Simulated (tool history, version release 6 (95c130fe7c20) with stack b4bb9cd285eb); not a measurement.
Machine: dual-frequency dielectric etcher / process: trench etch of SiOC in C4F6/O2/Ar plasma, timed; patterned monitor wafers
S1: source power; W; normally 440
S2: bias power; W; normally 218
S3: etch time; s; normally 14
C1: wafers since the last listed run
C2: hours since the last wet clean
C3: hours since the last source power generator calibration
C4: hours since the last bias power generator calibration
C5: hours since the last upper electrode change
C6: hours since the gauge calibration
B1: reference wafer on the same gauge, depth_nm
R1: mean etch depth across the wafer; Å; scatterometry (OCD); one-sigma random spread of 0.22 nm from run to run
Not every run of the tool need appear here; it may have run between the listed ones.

run,hour,S1,S2,S3,C1,C2,C3,C4,C5,C6,B1,R1
1,0,440,218,14,0,58.5,3698.8,1862.9,2924.2,530.7,33.75,341.4
2,54.2,440,218,14,666,112.7,3753,1917.1,2978.4,584.9,33.81,337.7
3,110.8,440,218,14,696,169.3,3809.6,1973.7,3035,641.5,33.82,340.2
4,188,440,218,14,949,246.5,3886.8,2050.9,3112.2,718.7,33.79,347.6
5,256,420,218,14,836,314.5,3954.8,2118.9,3180.2,786.7,33.82,338.5
6,308.6,420,218,14,646,367.1,4007.4,2171.5,3232.8,839.3,33.79,341.4
# hour 393: wet clean of the chamber
7,438.7,440,218,14,1304,45.7,4137.5,2301.6,3362.9,969.4,33.83,339.3
8,516.9,440,218,14,961,123.9,4215.7,2379.8,3441.1,1047.6,33.83,341.6
# hour 604.6: upper electrode replaced
9,624.8,440,218,15.5,1031,231.8,4323.6,2487.7,20.2,1155.5,33.8,380.2
# hour 662.8: gauge calibrated
10,692,440,218,15.5,826,299,4390.8,2554.9,87.4,29.2,33.76,382.5
11,733.1,440,218,14,505,340.1,4431.9,2596,128.5,70.3,33.79,348.6
12,799,380,270,14,810,406,4497.8,2661.9,194.4,136.2,33.79,345.7
13,874.6,440,254,16.5,929,481.6,4573.4,2737.5,270,211.8,33.81,425.4
# hour 955.9: wet clean of the chamber
14,956.4,540,242,12.5,710,0.5,4655.2,2819.3,351.8,293.6,33.78,326.6
# hour 1032.1: bias power generator calibrated
15,1035,440,218,11,917,79.1,4733.8,2.9,430.4,372.2,33.85,266
# hour 1213.9: source power generator calibrated
16,1270.6,440,218,17,2848,314.7,56.7,238.5,666,607.8,33.86,416
17,1317.4,360,218,16.5,575,361.5,103.5,285.3,712.8,654.6,33.84,377.4
# hour 1421.8: wet clean of the chamber
18,1422.3,370,197,13,994,0.5,208.4,390.2,817.7,759.5,33.85,289.2
19,1472.1,440,218,14,612,50.3,258.2,440,867.5,809.3,33.81,339.8
20,1541.7,440,218,14,855,119.9,327.8,509.6,937.1,878.9,33.82,338
21,1615.9,440,218,14,912,194.1,402,583.8,1011.3,953.1,33.81,338.9
22,1693.9,350,235,14,959,272.1,480,661.8,1089.3,1031.1,33.82,322.6
23,1793.9,400,218,14,1229,372.1,580,761.8,1189.3,1131.1,33.84,330.7

What if the next run were any one of these 5? Each begins from the tool's condition after run 23:
A,1794.3,360,218,14,4,372.5,580.4,762.2,1189.7,1131.5,?,?
B,1794.3,510,203,15.5,4,372.5,580.4,762.2,1189.7,1131.5,?,?
C,1794.3,350,218,14,4,372.5,580.4,762.2,1189.7,1131.5,?,?
D,1794.3,440,254,14,4,372.5,580.4,762.2,1189.7,1131.5,?,?
E,1794.3,520,241,11,4,372.5,580.4,762.2,1189.7,1131.5,?,?

run,B1,R1
A,33.87,318.1
B,33.87,391.1
C,33.87,315.2
D,33.87,351.8
E,33.87,289.5
With the hidden condition removed and each run's random variation left untouched, the same runs would have given:
run,R1
A,312.7
B,384.5
C,309.8
D,345.8
E,284.5

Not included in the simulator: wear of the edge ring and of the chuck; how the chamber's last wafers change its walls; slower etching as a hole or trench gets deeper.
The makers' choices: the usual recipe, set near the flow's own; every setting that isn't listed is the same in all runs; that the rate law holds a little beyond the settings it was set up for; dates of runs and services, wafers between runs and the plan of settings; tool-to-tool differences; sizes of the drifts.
